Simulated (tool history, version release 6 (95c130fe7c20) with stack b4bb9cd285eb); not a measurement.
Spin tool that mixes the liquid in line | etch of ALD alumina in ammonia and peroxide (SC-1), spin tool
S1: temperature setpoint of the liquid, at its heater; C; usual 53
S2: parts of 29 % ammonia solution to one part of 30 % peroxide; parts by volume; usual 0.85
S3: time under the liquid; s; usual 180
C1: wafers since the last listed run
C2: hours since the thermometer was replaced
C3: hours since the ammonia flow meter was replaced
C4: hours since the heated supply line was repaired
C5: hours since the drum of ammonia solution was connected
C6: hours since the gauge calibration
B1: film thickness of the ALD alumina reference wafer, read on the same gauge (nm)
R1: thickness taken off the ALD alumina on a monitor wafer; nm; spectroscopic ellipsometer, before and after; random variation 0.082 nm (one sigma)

Run 1, hour 0: usual settings but S1 48 C; C1 0; C2 2.6; C3 1718.9; C4 53.6; C5 109.7; C6 432.7; B1 110.04. Result: R1 7.54 nm.
Run 2, hour 7.5: usual settings but S2 0.6 parts by volume, S3 100 s; C1 74; C2 10.1; C3 1726.4; C4 61.1; C5 117.2; C6 440.2; B1 109.98. Result: R1 5.35 nm.
At hour 20.1: ammonia flow meter replaced.
Run 3, hour 24.8: usual settings but S3 80 s; C1 161; C2 27.4; C3 4.7; C4 78.4; C5 134.5; C6 457.5; B1 110.03. Result: R1 4.48 nm.
Run 4, hour 35.7: usual settings but S1 50 C, S3 275 s; C1 108; C2 38.3; C3 15.6; C4 89.3; C5 145.4; C6 468.4; B1 110.02. Result: R1 12.99 nm.
Run 5, hour 51.8: usual settings; C1 159; C2 54.4; C3 31.7; C4 105.4; C5 161.5; C6 484.5; B1 109.98. Result: R1 9.9 nm.
Run 6, hour 62.8: usual settings but S2 0.65 parts by volume, S3 250 s; C1 109; C2 65.4; C3 42.7; C4 116.4; C5 172.5; C6 495.5; B1 109.97. Result: R1 13.61 nm.
Run 7, hour 78.1: usual settings; C1 151; C2 80.7; C3 58; C4 131.7; C5 187.8; C6 510.8; B1 110.02. Result: R1 9.93 nm.
Run 8, hour 95.4: usual settings but S1 59.5 C, S3 250 s; C1 171; C2 98; C3 75.3; C4 149; C5 205.1; C6 528.1; B1 110.06. Result: R1 19.44 nm.
Run 9, hour 112.3: usual settings but S1 45.5 C; C1 167; C2 114.9; C3 92.2; C4 165.9; C5 222; C6 545; B1 110.01. Result: R1 6.58 nm.
Run 10, hour 157.3: usual settings; C1 446; C2 159.9; C3 137.2; C4 210.9; C5 267; C6 590; B1 110.01. Result: R1 9.96 nm.
Run 11, hour 172.4: usual settings but S1 49.5 C, S2 0.55 parts by volume, S3 255 s; C1 149; C2 175; C3 152.3; C4 226; C5 282.1; C6 605.1; B1 109.96. Result: R1 11.26 nm.
Run 12, hour 187.9: usual settings but S1 48.5 C, S2 1.1 parts by volume, S3 260 s; C1 153; C2 190.5; C3 167.8; C4 241.5; C5 297.6; C6 620.6; B1 110.01. Result: R1 11.62 nm.
Run 13, hour 196.2: usual settings but S1 45 C, S2 0.55 parts by volume, S3 255 s; C1 82; C2 198.8; C3 176.1; C4 249.8; C5 305.9; C6 628.9; B1 110.02. Result: R1 8.72 nm.
Run 14, hour 211.2: usual settings but S1 60 C; C1 148; C2 213.8; C3 191.1; C4 264.8; C5 320.9; C6 643.9; B1 110.03. Result: R1 14.15 nm.
Run 15, hour 219.5: usual settings; C1 82; C2 222.1; C3 199.4; C4 273.1; C5 329.2; C6 652.2; B1 110.01. Result: R1 10.09 nm.
Run 16, hour 234.5: usual settings but S2 0.55 parts by volume, S3 260 s; C1 148; C2 237.1; C3 214.4; C4 288.1; C5 344.2; C6 667.2; B1 110. Result: R1 13.72 nm.
At hour 244: gauge calibrated.
Run 17, hour 283.9: usual settings; C1 490; C2 286.5; C3 263.8; C4 337.5; C5 393.6; C6 39.9; B1 110.02. Result: R1 9.95 nm.
Run 18, hour 293.3: usual settings; C1 93; C2 295.9; C3 273.2; C4 346.9; C5 403; C6 49.3; B1 110.03. Result: R1 9.93 nm.
Run 19, hour 309.3: usual settings; C1 158; C2 311.9; C3 289.2; C4 362.9; C5 419; C6 65.3; B1 109.99. Result: R1 9.97 nm.
Run 20, hour 321.6: usual settings but S2 1.2 parts by volume, S3 220 s; C1 122; C2 324.2; C3 301.5; C4 375.2; C5 431.3; C6 77.6; B1 110.02. Result: R1 12.63 nm.
Run 21, hour 334: usual settings but S1 61 C; C1 123; C2 336.6; C3 313.9; C4 387.6; C5 443.7; C6 90; B1 109.93. Result: R1 15.13 nm.
Run 22, hour 349: usual settings; C1 148; C2 351.6; C3 328.9; C4 402.6; C5 458.7; C6 105; B1 110.04. Result: R1 9.85 nm.
Run 23, hour 358.8: usual settings; C1 97; C2 361.4; C3 338.7; C4 412.4; C5 468.5; C6 114.8; B1 110.01. Result: R1 9.85 nm.
Run 24, hour 373: usual settings but S1 56 C; C1 141; C2 375.6; C3 352.9; C4 426.6; C5 482.7; C6 129; B1 109.99. Result: R1 11.53 nm.
Run 25, hour 384: usual settings but S2 0.45 parts by volume, S3 220 s; C1 109; C2 386.6; C3 363.9; C4 437.6; C5 493.7; C6 140; B1 110.03. Result: R1 11.48 nm.
Run 26, hour 401.5: usual settings but S1 47 C, S2 0.75 parts by volume, S3 230 s; C1 173; C2 404.1; C3 381.4; C4 455.1; C5 511.2; C6 157.5; B1 110.02. Result: R1 8.92 nm.

3 ways to go on from here, each from the tool as it stands after run 26. What would each give?
Run A, hour 402: usual settings; C1 4; C2 404.6; C3 381.9; C4 455.6; C5 511.7; C6 158; B1 ?. Result: R1 ?.
Run B, hour 402: usual settings but S2 1 parts by volume, S3 115 s; C1 4; C2 404.6; C3 381.9; C4 455.6; C5 511.7; C6 158; B1 ?. Result: R1 ?.
Run C, hour 402: usual settings but S1 57.5 C, S2 0.7 parts by volume, S3 105 s; C1 4; C2 404.6; C3 381.9; C4 455.6; C5 511.7; C6 158; B1 ?. Result: R1 ?.

run      B1    R1
  A  109.95  9.94
  B  109.95  6.45
  C  109.95  7.23
Without the tool's hidden state the same runs would have given:
run    R1
  A  9.94
  B  6.45
  C  7.23
